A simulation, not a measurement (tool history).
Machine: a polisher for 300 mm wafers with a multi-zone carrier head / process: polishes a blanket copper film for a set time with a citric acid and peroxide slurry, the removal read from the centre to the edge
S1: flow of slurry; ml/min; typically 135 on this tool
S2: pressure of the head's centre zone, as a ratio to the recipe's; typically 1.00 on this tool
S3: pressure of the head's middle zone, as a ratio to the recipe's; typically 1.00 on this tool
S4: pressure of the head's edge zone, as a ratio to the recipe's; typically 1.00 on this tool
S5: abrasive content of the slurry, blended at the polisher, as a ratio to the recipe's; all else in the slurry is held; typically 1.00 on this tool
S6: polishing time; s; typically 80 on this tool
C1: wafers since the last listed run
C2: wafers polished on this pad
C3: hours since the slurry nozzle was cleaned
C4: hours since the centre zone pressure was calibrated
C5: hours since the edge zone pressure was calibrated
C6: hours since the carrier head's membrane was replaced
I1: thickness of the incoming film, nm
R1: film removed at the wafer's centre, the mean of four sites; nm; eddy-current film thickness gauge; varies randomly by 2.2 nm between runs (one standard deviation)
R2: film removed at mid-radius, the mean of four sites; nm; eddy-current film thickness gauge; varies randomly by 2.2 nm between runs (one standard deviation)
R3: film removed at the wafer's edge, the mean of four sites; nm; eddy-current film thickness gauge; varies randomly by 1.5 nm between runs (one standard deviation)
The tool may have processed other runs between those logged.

Run 1, hour 0.0: usual settings; C1 0; C2 877; C3 35.2; C4 986.6; C5 558.0; C6 29.1; I1 549.2. Result: R1 156.6 nm, R2 163.0 nm, R3 149.9 nm.
At hour 0.1: edge zone pressure recalibrated.
At hour 40.9: centre zone pressure recalibrated.
Run 2, hour 55.3: usual settings but S6 101 s; C1 584; C2 1462; C3 90.5; C4 14.4; C5 55.2; C6 84.4; I1 555.3. Result: R1 197.1 nm, R2 206.2 nm, R3 193.0 nm.
Run 3, hour 247.6: usual settings but S6 101 s; C1 2113; C2 3575; C3 282.8; C4 206.7; C5 247.5; C6 276.7; I1 547.9. Result: R1 201.3 nm, R2 201.2 nm, R3 191.8 nm.
At hour 260.9: worn pad replaced by a new one.
Run 4, hour 306.1: usual settings; C1 598; C2 496; C3 341.3; C4 265.2; C5 306.0; C6 335.2; I1 553.7. Result: R1 156.2 nm, R2 163.1 nm, R3 151.0 nm.
Run 5, hour 376.4: usual settings; C1 772; C2 1269; C3 411.6; C4 335.5; C5 376.3; C6 405.5; I1 542.0. Result: R1 152.6 nm, R2 164.7 nm, R3 150.2 nm.
Run 6, hour 420.3: usual settings but S5 1.05; C1 482; C2 1752; C3 455.5; C4 379.4; C5 420.2; C6 449.4; I1 553.0. Result: R1 156.3 nm, R2 170.2 nm, R3 150.5 nm.
Run 7, hour 484.6: usual settings but S5 1.05; C1 706; C2 2458; C3 519.8; C4 443.7; C5 484.5; C6 513.7; I1 546.4. Result: R1 154.6 nm, R2 165.2 nm, R3 152.6 nm.
At hour 528.6: edge zone pressure recalibrated.
Run 8, hour 576.1: usual settings; C1 983; C2 3442; C3 611.3; C4 535.2; C5 47.5; C6 605.2; I1 557.5. Result: R1 154.6 nm, R2 161.8 nm, R3 149.7 nm.
At hour 609.8: worn pad replaced by a new one.
Run 9, hour 645.3: usual settings; C1 716; C2 389; C3 680.5; C4 604.4; C5 116.7; C6 674.4; I1 553.0. Result: R1 157.4 nm, R2 161.9 nm, R3 150.6 nm.
At hour 691.3: slurry nozzle cleaned.
At hour 816.8: carrier head's membrane replaced by a new one.
Run 10, hour 847.1: usual settings but S1 110 ml/min, S5 1.25; C1 2151; C2 2541; C3 155.8; C4 806.2; C5 318.5; C6 30.3; I1 559.6. Result: R1 154.3 nm, R2 165.1 nm, R3 153.3 nm.
Run 11, hour 910.5: usual settings but S4 0.94; C1 696; C2 3238; C3 219.2; C4 869.6; C5 381.9; C6 93.7; I1 552.8. Result: R1 160.0 nm, R2 162.7 nm, R3 147.1 nm.
At hour 916.0: centre zone pressure recalibrated.
At hour 936.8: worn pad replaced by a new one.
Run 12, hour 1010.1: usual settings; C1 1028; C2 805; C3 318.8; C4 94.1; C5 481.5; C6 193.3; I1 558.7. Result: R1 156.0 nm, R2 164.1 nm, R3 152.2 nm.
At hour 1070.2: edge zone pressure recalibrated.
Run 13, hour 1082.4: usual settings but S1 90 ml/min, S4 0.96, S5 1.25, S6 60 s; C1 772; C2 1577; C3 391.1; C4 166.4; C5 12.2; C6 265.6; I1 554.3. Result: R1 106.0 nm, R2 112.9 nm, R3 105.8 nm.
Run 14, hour 1186.2: usual settings but S4 0.92, S6 65 s; C1 1140; C2 2718; C3 494.9; C4 270.2; C5 116.0; C6 369.4; I1 550.9. Result: R1 129.1 nm, R2 131.6 nm, R3 118.3 nm.
At hour 1223.5: worn pad replaced by a new one.
Run 15, hour 1224.0: usual settings but S2 0.91, S4 1.12, S5 1.20, S6 97 s; C1 371; C2 5; C3 532.7; C4 308.0; C5 153.8; C6 407.2; I1 545.4. Result: R1 181.8 nm, R2 203.9 nm, R3 200.9 nm.
Run 16, hour 1321.7: usual settings but S1 115 ml/min, S4 0.94; C1 1073; C2 1079; C3 630.4; C4 405.7; C5 251.5; C6 504.9; I1 553.3. Result: R1 146.5 nm, R2 152.4 nm, R3 141.2 nm.
At hour 1371.5: slurry nozzle cleaned.
Run 17, hour 1422.0: usual settings; C1 1091; C2 2170; C3 50.5; C4 506.0; C5 351.8; C6 605.2; I1 552.2. Result: R1 149.8 nm, R2 164.0 nm, R3 149.4 nm.
Run 18, hour 1529.8: usual settings but S2 1.05, S6 105 s; C1 1184; C2 3355; C3 158.3; C4 613.8; C5 459.6; C6 713.0; I1 546.9. Result: R1 215.6 nm, R2 214.0 nm, R3 197.5 nm.

Each row is a separate what-if for the run after 18, all from the same tool condition, not one after another. Results?
Run A, hour 1530.3: usual settings but S3 0.93; C1 5; C2 3360; C3 158.8; C4 614.3; C5 460.1; C6 713.5; I1 543.5. Result: R1 ?, R2 ?, R3 ?.
Run B, hour 1530.3: usual settings but S1 160 ml/min, S4 0.94; C1 5; C2 3360; C3 158.8; C4 614.3; C5 460.1; C6 713.5; I1 543.5. Result: R1 ?, R2 ?, R3 ?.
Run C, hour 1530.3: usual settings but S4 1.07, S6 96 s; C1 5; C2 3360; C3 158.8; C4 614.3; C5 460.1; C6 713.5; I1 543.5. Result: R1 ?, R2 ?, R3 ?.
Run D, hour 1530.3: usual settings but S1 100 ml/min; C1 5; C2 3360; C3 158.8; C4 614.3; C5 460.1; C6 713.5; I1 543.5. Result: R1 ?, R2 ?, R3 ?.
Run E, hour 1530.3: usual settings but S3 0.91, S5 1.15; C1 5; C2 3360; C3 158.8; C4 614.3; C5 460.1; C6 713.5; I1 543.5. Result: R1 ?, R2 ?, R3 ?.

run     R1     R2     R3
  A  155.8  152.4  150.9
  B  162.2  167.8  150.1
  C  187.0  194.3  187.0
  D  141.9  149.3  142.5
  E  159.9  153.6  154.9
What these runs would have given with no unlogged condition in the tool:
run     R1     R2     R3
  A  155.8  152.4  150.9
  B  162.2  167.8  150.1
  C  187.0  194.3  187.0
  D  141.9  149.3  142.5
  E  159.9  153.6  154.9

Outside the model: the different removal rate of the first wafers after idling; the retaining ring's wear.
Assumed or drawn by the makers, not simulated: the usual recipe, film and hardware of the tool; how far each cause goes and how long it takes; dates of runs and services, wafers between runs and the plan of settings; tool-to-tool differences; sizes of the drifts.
